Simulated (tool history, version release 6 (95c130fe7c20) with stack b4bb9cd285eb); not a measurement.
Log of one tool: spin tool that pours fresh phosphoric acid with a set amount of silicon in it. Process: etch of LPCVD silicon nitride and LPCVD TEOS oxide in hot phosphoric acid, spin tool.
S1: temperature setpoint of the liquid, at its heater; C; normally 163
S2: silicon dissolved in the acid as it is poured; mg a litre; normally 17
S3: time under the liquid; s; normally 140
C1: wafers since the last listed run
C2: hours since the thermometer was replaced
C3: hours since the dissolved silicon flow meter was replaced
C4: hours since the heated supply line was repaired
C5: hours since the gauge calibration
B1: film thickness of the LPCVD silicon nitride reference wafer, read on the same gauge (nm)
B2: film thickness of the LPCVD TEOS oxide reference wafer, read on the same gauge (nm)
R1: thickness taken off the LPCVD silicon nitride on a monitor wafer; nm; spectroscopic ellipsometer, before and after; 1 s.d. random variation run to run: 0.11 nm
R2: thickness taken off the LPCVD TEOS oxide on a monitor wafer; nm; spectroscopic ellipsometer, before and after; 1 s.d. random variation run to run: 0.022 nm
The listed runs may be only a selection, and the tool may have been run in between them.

{"run": 1, "hour": 0.0, "S1": 163, "S2": 17, "S3": 140, "C1": 0, "C2": 1021.7, "C3": 479.1, "C4": 1355.4, "C5": 87.1, "B1": 30.02, "B2": 40.005, "R1": 9.81, "R2": 0.314}
{"hour": 22.7, "done": "thermometer replaced"}
{"run": 2, "hour": 23.5, "S1": 163, "S2": 17, "S3": 140, "C1": 105, "C2": 0.8, "C3": 502.6, "C4": 1378.9, "C5": 110.6, "B1": 30.02, "B2": 40.041, "R1": 10.65, "R2": 0.378}
{"run": 3, "hour": 50.9, "S1": 163, "S2": 17, "S3": 140, "C1": 127, "C2": 28.2, "C3": 530, "C4": 1406.3, "C5": 138, "B1": 30, "B2": 40.012, "R1": 10.91, "R2": 0.379}
{"run": 4, "hour": 78.0, "S1": 163, "S2": 17, "S3": 190, "C1": 126, "C2": 55.3, "C3": 557.1, "C4": 1433.4, "C5": 165.1, "B1": 29.99, "B2": 40.023, "R1": 14.3, "R2": 0.482}
{"run": 5, "hour": 91.2, "S1": 163, "S2": 17, "S3": 190, "C1": 61, "C2": 68.5, "C3": 570.3, "C4": 1446.6, "C5": 178.3, "B1": 30.03, "B2": 39.97, "R1": 14.37, "R2": 0.461}
{"run": 6, "hour": 125.8, "S1": 163, "S2": 17, "S3": 190, "C1": 161, "C2": 103.1, "C3": 604.9, "C4": 1481.2, "C5": 212.9, "B1": 30.01, "B2": 40.014, "R1": 14.57, "R2": 0.5}
{"hour": 138.1, "done": "dissolved silicon flow meter replaced"}
{"run": 7, "hour": 139.8, "S1": 163, "S2": 17, "S3": 105, "C1": 60, "C2": 117.1, "C3": 1.7, "C4": 1495.2, "C5": 226.9, "B1": 29.98, "B2": 39.982, "R1": 7.9, "R2": 0.28}
{"run": 8, "hour": 158.6, "S1": 165, "S2": 25.5, "S3": 195, "C1": 87, "C2": 135.9, "C3": 20.5, "C4": 1514, "C5": 245.7, "B1": 30.01, "B2": 39.962, "R1": 15.78, "R2": 0.445}
{"run": 9, "hour": 187.8, "S1": 163, "S2": 17, "S3": 70, "C1": 136, "C2": 165.1, "C3": 49.7, "C4": 1543.2, "C5": 274.9, "B1": 30, "B2": 39.931, "R1": 5.18, "R2": 0.155}
{"run": 10, "hour": 200.4, "S1": 163, "S2": 5.5, "S3": 140, "C1": 58, "C2": 177.7, "C3": 62.3, "C4": 1555.8, "C5": 287.5, "B1": 29.97, "B2": 39.977, "R1": 10.37, "R2": 0.414}
{"run": 11, "hour": 222.1, "S1": 161.5, "S2": 22.5, "S3": 140, "C1": 101, "C2": 199.4, "C3": 84, "C4": 1577.5, "C5": 309.2, "B1": 29.98, "B2": 39.99, "R1": 10.02, "R2": 0.251}
{"run": 12, "hour": 237.8, "S1": 163, "S2": 17, "S3": 75, "C1": 73, "C2": 215.1, "C3": 99.7, "C4": 1593.2, "C5": 324.9, "B1": 29.97, "B2": 40.007, "R1": 5.6, "R2": 0.167}
{"run": 13, "hour": 271.8, "S1": 163, "S2": 17, "S3": 140, "C1": 158, "C2": 249.1, "C3": 133.7, "C4": 1627.2, "C5": 358.9, "B1": 30.03, "B2": 39.997, "R1": 10.4, "R2": 0.343}
{"run": 14, "hour": 285.9, "S1": 160, "S2": 17, "S3": 90, "C1": 65, "C2": 263.2, "C3": 147.8, "C4": 1641.3, "C5": 373, "B1": 30.01, "B2": 39.986, "R1": 6.02, "R2": 0.169}
{"hour": 297.0, "done": "heated supply line repaired"}
{"run": 15, "hour": 314.0, "S1": 163, "S2": 12, "S3": 140, "C1": 126, "C2": 291.3, "C3": 175.9, "C4": 17, "C5": 401.1, "B1": 29.99, "B2": 40.012, "R1": 11.75, "R2": 0.475}
{"run": 16, "hour": 339.8, "S1": 161.5, "S2": 22.5, "S3": 140, "C1": 120, "C2": 317.1, "C3": 201.7, "C4": 42.8, "C5": 426.9, "B1": 30.01, "B2": 39.977, "R1": 11.01, "R2": 0.318}
{"hour": 352.2, "done": "gauge calibrated"}
{"run": 17, "hour": 361.0, "S1": 163, "S2": 17, "S3": 185, "C1": 99, "C2": 338.3, "C3": 222.9, "C4": 64, "C5": 8.8, "B1": 30.01, "B2": 40.032, "R1": 15.44, "R2": 0.589}
{"run": 18, "hour": 375.7, "S1": 163, "S2": 17, "S3": 75, "C1": 68, "C2": 353, "C3": 237.6, "C4": 78.7, "C5": 23.5, "B1": 30.03, "B2": 40.009, "R1": 6.27, "R2": 0.251}
{"run": 19, "hour": 408.9, "S1": 165.5, "S2": 25, "S3": 140, "C1": 155, "C2": 386.2, "C3": 270.8, "C4": 111.9, "C5": 56.7, "B1": 30.03, "B2": 39.96, "R1": 12.52, "R2": 0.366}
{"run": 20, "hour": 427.4, "S1": 164, "S2": 17, "S3": 90, "C1": 86, "C2": 404.7, "C3": 289.3, "C4": 130.4, "C5": 75.2, "B1": 30, "B2": 40.037, "R1": 7.62, "R2": 0.307}
{"run": 21, "hour": 457.4, "S1": 164, "S2": 25.5, "S3": 90, "C1": 140, "C2": 434.7, "C3": 319.3, "C4": 160.4, "C5": 105.2, "B1": 30.01, "B2": 40.009, "R1": 7.7, "R2": 0.216}
{"run": 22, "hour": 484.5, "S1": 163, "S2": 17, "S3": 140, "C1": 126, "C2": 461.8, "C3": 346.4, "C4": 187.5, "C5": 132.3, "B1": 30.01, "B2": 39.961, "R1": 11.36, "R2": 0.4}
{"run": 23, "hour": 517.8, "S1": 162, "S2": 17, "S3": 105, "C1": 155, "C2": 495.1, "C3": 379.7, "C4": 220.8, "C5": 165.6, "B1": 29.99, "B2": 40, "R1": 8.22, "R2": 0.289}

Branching from run 23: 3 alternative next runs. What would each branch give?
{"run": "A", "hour": 518.3, "S1": 164.5, "S2": 17, "S3": 140, "C1": 2, "C2": 495.6, "C3": 380.2, "C4": 221.3, "C5": 166.1, "B1": "?", "B2": "?", "R1": "?", "R2": "?"}
{"run": "B", "hour": 518.3, "S1": 163, "S2": 26.5, "S3": 140, "C1": 2, "C2": 495.6, "C3": 380.2, "C4": 221.3, "C5": 166.1, "B1": "?", "B2": "?", "R1": "?", "R2": "?"}
{"run": "C", "hour": 518.3, "S1": 160, "S2": 17, "S3": 140, "C1": 2, "C2": 495.6, "C3": 380.2, "C4": 221.3, "C5": 166.1, "B1": "?", "B2": "?", "R1": "?", "R2": "?"}

run=A B1=30.03 B2=40.003 R1=12.11 R2=0.44
run=B B1=30.03 B2=40.003 R1=11.52 R2=0.296
run=C B1=30.03 B2=40.003 R1=10.41 R2=0.316
With the hidden condition removed and each run's random variation left untouched, the same runs would have given:
run=A R1=12.93 R2=0.509
run=B R1=12.31 R2=0.342
run=C R1=11.13 R2=0.366

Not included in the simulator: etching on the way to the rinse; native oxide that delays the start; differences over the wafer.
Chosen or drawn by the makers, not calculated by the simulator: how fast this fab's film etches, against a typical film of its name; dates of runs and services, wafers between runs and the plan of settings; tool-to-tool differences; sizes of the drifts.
